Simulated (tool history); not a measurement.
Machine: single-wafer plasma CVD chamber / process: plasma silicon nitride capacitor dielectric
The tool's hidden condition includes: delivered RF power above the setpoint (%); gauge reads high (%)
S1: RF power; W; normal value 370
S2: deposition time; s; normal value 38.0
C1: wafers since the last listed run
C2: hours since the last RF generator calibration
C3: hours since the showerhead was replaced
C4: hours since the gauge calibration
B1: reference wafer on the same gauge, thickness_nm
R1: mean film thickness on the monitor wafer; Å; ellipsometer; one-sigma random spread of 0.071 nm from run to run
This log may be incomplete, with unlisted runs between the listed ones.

run	hour	S1	S2	C1	C2	C3	C4	B1	R1
1	0.0	370	38.0	0	1744.3	6693.5	70.5	41.389	476.07
2	19.6	370	38.0	297	1763.9	6713.1	90.1	41.406	475.28
3	36.9	370	38.0	262	1781.2	6730.4	107.4	41.409	476.37
4	49.1	370	42.9	185	1793.4	6742.6	119.6	41.397	537.05
5	63.3	370	42.9	215	1807.6	6756.8	133.8	41.407	538.38
6	80.9	370	34.3	267	1825.2	6774.4	151.4	41.389	428.85
7	109.1	370	33.2	427	1853.4	6802.6	179.6	41.403	416.63
# hour 134.6: RF generator calibrated
8	137.5	370	38.0	309	2.9	6831.0	208.0	41.406	474.36
9	170.0	370	38.0	493	35.4	6863.5	240.5	41.390	477.11
10	199.4	390	33.5	446	64.8	6892.9	269.9	41.379	424.92
11	218.3	340	41.3	286	83.7	6911.8	288.8	41.407	508.10
12	235.4	370	38.0	259	100.8	6928.9	305.9	41.391	475.04
13	249.8	300	38.0	218	115.2	6943.3	320.3	41.414	455.67
# hour 272.9: showerhead replaced
14	281.7	315	38.0	362	147.1	8.8	352.2	41.414	460.53
# hour 287.4: gauge calibrated
15	309.3	410	40.1	418	174.7	36.4	21.9	41.404	515.16
16	341.3	330	45.5	485	206.7	68.4	53.9	41.389	555.85
17	355.2	335	38.0	210	220.6	82.3	67.8	41.398	465.70
18	372.2	370	38.0	257	237.6	99.3	84.8	41.394	475.30
19	400.8	320	38.0	433	266.2	127.9	113.4	41.431	461.36

Describe how what the log doesn't record of the tool's condition differs between the last listed run preceding each entry between runs and the first listed run following it.
Runs 7 to 8: RF generator calibrated (hour 134.6)
  both runs share identical hidden conditions
Runs 13 to 14: showerhead replaced (hour 272.9)
  both runs share identical hidden conditions
Runs 14 to 15: gauge calibrated (hour 287.4)
  both runs share identical hidden conditions
